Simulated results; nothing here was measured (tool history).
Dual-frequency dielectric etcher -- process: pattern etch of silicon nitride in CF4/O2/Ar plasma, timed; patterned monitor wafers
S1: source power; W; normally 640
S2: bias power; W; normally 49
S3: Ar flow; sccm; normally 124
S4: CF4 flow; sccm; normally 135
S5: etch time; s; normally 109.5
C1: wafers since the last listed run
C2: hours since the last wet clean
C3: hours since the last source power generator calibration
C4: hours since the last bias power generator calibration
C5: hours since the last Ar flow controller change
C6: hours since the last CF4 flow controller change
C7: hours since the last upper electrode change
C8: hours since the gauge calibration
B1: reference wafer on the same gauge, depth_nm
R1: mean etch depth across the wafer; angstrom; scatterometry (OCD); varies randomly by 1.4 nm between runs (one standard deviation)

| run | day | S1 | S2 | S3 | S4 | S5 | C1 | C2 | C3 | C4 | C5 | C6 | C7 | C8 | B1 | R1 |
|---|---|---|---|---|---|---|---|---|---|---|---|---|---|---|---|---|
| 1 | 0.000 | 770 | 49 | 139 | 154 | 142.0 | 0 | 104.1 | 3620.2 | 331.0 | 1018.5 | 1395.7 | 10.7 | 43.9 | 215.8 | 3856 |
| 2 | 1.642 | 640 | 49 | 124 | 135 | 109.5 | 327 | 143.5 | 3659.6 | 370.4 | 1057.9 | 1435.1 | 50.1 | 83.3 | 216.3 | 2469 |
| 3 | 4.404 | 520 | 58 | 124 | 135 | 135.0 | 550 | 209.8 | 3725.9 | 436.7 | 1124.2 | 1501.4 | 116.4 | 149.6 | 215.9 | 2726 |
|  | 5.296 | CF4 flow controller replaced |
| 4 | 8.238 | 770 | 57 | 124 | 135 | 109.5 | 713 | 301.8 | 3817.9 | 528.7 | 1216.2 | 70.6 | 208.4 | 241.6 | 215.4 | 3184 |
| 5 | 10.862 | 790 | 49 | 124 | 135 | 109.5 | 522 | 364.8 | 3880.9 | 591.7 | 1279.2 | 133.6 | 271.4 | 304.6 | 216.2 | 3028 |
| 6 | 15.133 | 640 | 49 | 112 | 102 | 137.0 | 850 | 467.3 | 3983.4 | 694.2 | 1381.7 | 236.1 | 373.9 | 407.1 | 216.4 | 3023 |
| 7 | 19.296 | 640 | 59 | 140 | 135 | 109.5 | 829 | 567.2 | 4083.3 | 794.1 | 1481.6 | 336.0 | 473.8 | 507.0 | 216.1 | 2643 |
| 8 | 21.367 | 640 | 44 | 124 | 135 | 109.5 | 412 | 616.9 | 4133.0 | 843.8 | 1531.3 | 385.7 | 523.5 | 556.7 | 215.5 | 2355 |
| 9 | 24.021 | 640 | 49 | 148 | 109 | 129.0 | 528 | 680.6 | 4196.7 | 907.5 | 1595.0 | 449.4 | 587.2 | 620.4 | 216.5 | 2713 |
|  | 25.517 | Ar flow controller replaced |
| 10 | 28.046 | 640 | 45 | 124 | 126 | 109.5 | 752 | 777.2 | 4293.3 | 1004.1 | 60.7 | 546.0 | 683.8 | 717.0 | 216.3 | 2371 |
|  | 31.246 | wet clean of the chamber |
|  | 31.354 | source power generator calibrated |
| 11 | 31.646 | 710 | 49 | 133 | 148 | 83.0 | 496 | 9.6 | 7.0 | 1090.5 | 147.1 | 632.4 | 770.2 | 803.4 | 216.3 | 2082 |
| 12 | 34.979 | 640 | 56 | 124 | 151 | 109.5 | 664 | 89.6 | 87.0 | 1170.5 | 227.1 | 712.4 | 850.2 | 883.4 | 216.0 | 2638 |
| 13 | 47.838 | 640 | 49 | 124 | 135 | 109.5 | 2561 | 398.2 | 395.6 | 1479.1 | 535.7 | 1021.0 | 1158.8 | 1192.0 | 215.8 | 2473 |
| 14 | 52.179 | 640 | 49 | 124 | 135 | 109.5 | 864 | 502.4 | 499.8 | 1583.3 | 639.9 | 1125.2 | 1263.0 | 1296.2 | 216.4 | 2476 |
| 15 | 56.392 | 640 | 49 | 124 | 135 | 109.5 | 839 | 603.5 | 600.9 | 1684.4 | 741.0 | 1226.3 | 1364.1 | 1397.3 | 216.0 | 2495 |
|  | 63.938 | wet clean of the chamber |
| 16 | 66.217 | 640 | 49 | 124 | 103 | 109.5 | 1758 | 54.7 | 836.7 | 1920.2 | 976.8 | 1462.1 | 1599.9 | 1633.1 | 216.1 | 2378 |
| 17 | 70.288 | 640 | 49 | 124 | 135 | 109.5 | 811 | 152.4 | 934.4 | 2017.9 | 1074.5 | 1559.8 | 1697.6 | 1730.8 | 215.4 | 2499 |
| 18 | 72.129 | 640 | 49 | 147 | 110 | 109.5 | 366 | 196.6 | 978.6 | 2062.1 | 1118.7 | 1604.0 | 1741.8 | 1775.0 | 215.8 | 2328 |
| 19 | 73.850 | 640 | 42 | 151 | 144 | 118.5 | 342 | 237.9 | 1019.9 | 2103.4 | 1160.0 | 1645.3 | 1783.1 | 1816.3 | 215.9 | 2460 |
| 20 | 76.633 | 640 | 49 | 107 | 124 | 85.5 | 554 | 304.7 | 1086.7 | 2170.2 | 1226.8 | 1712.1 | 1849.9 | 1883.1 | 216.1 | 1980 |
| 21 | 79.446 | 640 | 49 | 133 | 135 | 87.5 | 560 | 372.2 | 1154.2 | 2237.7 | 1294.3 | 1779.6 | 1917.4 | 1950.6 | 216.3 | 1968 |
| 22 | 82.738 | 640 | 49 | 124 | 135 | 109.5 | 655 | 451.2 | 1233.2 | 2316.7 | 1373.3 | 1858.6 | 1996.4 | 2029.6 | 216.8 | 2485 |

Here are 3 independent what-if runs from the current tool condition. What would each one return?
| A | 82.754 | 640 | 49 | 124 | 135 | 109.5 | 3 | 451.6 | 1233.6 | 2317.1 | 1373.7 | 1859.0 | 1996.8 | 2030.0 | ? | ? |
| B | 82.754 | 640 | 49 | 97 | 135 | 109.5 | 3 | 451.6 | 1233.6 | 2317.1 | 1373.7 | 1859.0 | 1996.8 | 2030.0 | ? | ? |
| C | 82.754 | 640 | 49 | 124 | 135 | 126.0 | 3 | 451.6 | 1233.6 | 2317.1 | 1373.7 | 1859.0 | 1996.8 | 2030.0 | ? | ? |

| run | B1 | R1 |
|---|---|---|
| A | 215.9 | 2464 |
| B | 215.9 | 2586 |
| C | 215.9 | 2835 |
The same runs, with their run-to-run variation unchanged, on a tool lacking any hidden condition would have given:
| run | R1 |
|---|---|
| A | 2464 |
| B | 2586 |
| C | 2835 |

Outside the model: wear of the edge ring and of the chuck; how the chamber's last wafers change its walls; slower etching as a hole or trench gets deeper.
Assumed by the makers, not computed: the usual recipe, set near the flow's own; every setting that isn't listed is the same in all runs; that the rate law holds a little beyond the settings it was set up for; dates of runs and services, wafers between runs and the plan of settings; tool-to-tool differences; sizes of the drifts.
